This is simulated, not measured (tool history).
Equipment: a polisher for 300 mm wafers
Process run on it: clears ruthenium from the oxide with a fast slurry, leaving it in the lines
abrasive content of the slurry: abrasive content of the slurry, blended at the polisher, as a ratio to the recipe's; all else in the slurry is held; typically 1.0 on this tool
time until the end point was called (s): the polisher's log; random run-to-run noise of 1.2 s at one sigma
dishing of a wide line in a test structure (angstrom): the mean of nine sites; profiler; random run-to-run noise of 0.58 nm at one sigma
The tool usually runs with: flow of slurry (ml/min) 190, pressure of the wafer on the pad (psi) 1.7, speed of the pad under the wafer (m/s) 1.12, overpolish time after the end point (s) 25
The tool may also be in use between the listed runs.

run     day  flow of slurry (ml/min)  pressure of the wafer on the pad (psi)  speed of the pad under the wafer (m/s)  abrasive content of the slurry  overpolish time after the end point (s)  wafers since the last listed run  wafers polished on this pad  hours since the slurry nozzle was cleaned  hours since the head pressure was calibrated  hours since the slurry blender was calibrated  incoming thickness of the incoming film, nm  time until the end point was called (s)  dishing of a wide line in a test structure (angstrom)
  1   0.000                      190                                     1.7                                    1.12                             1.0                                       20                                 0                          178                                        8.0                                          66.9                                          339.7                                        199.8                                     83.2                                                    289
  2   1.900                      190                                     1.7                                    1.12                             1.0                                       20                               252                          430                                       53.6                                         112.5                                          385.3                                        199.6                                     82.6                                                    289
      2.308  -- slurry blender recalibrated
  3   3.312                      220                                     1.7                                    1.12                             1.0                                       20                               176                          607                                       87.5                                         146.4                                           24.1                                        203.4                                     75.1                                                    322
  4   5.208                      220                                     1.7                                    1.12                             1.0                                       20                               251                          858                                      133.0                                         191.9                                           69.6                                        197.5                                     73.4                                                    309
      5.500  -- worn pad replaced by a new one
  5   7.362                      190                                     1.7                                    1.12                             1.0                                       25                               263                          247                                      184.7                                         243.6                                          121.3                                        197.5                                     76.7                                                    353
  6   9.958                      190                                     1.7                                    1.12                             1.0                                       25                               344                          591                                      247.0                                         305.9                                          183.6                                        197.2                                     77.1                                                    351
  7  12.262                      190                                     2.1                                    1.12                             1.0                                       25                               305                          897                                      302.3                                         361.2                                          238.9                                        201.7                                     69.4                                                    361
     12.525  -- worn pad replaced by a new one
     13.875  -- head pressure recalibrated
  8  14.133                      145                                     1.7                                    1.12                             1.0                                       17                               214                          202                                      347.2                                           6.2                                          283.8                                        200.0                                     89.2                                                    257
  9  16.083                      190                                     1.3                                    1.12                             1.2                                       25                               258                          460                                      394.0                                          53.0                                          330.6                                        198.2                                     91.8                                                    310
 10  18.371                      190                                     1.3                                    1.12                             1.2                                       25                               303                          764                                      448.9                                         107.9                                          385.5                                        199.3                                     95.4                                                    313

Run 11 has not been measured yet. What should we expect?
 11  19.462                      190                                     1.7                                    1.12                             1.0                                       25                               144                          909                                      475.1                                         134.1                                          411.7                                        200.7                                        ?                                                      ?

time until the end point was called (s): 85.0
dishing of a wide line in a test structure (angstrom): 322
Had the tool carried no hidden state, the very same run would have given time until the end point was called (s) 71.4, dishing of a wide line in a test structure (angstrom) 356.
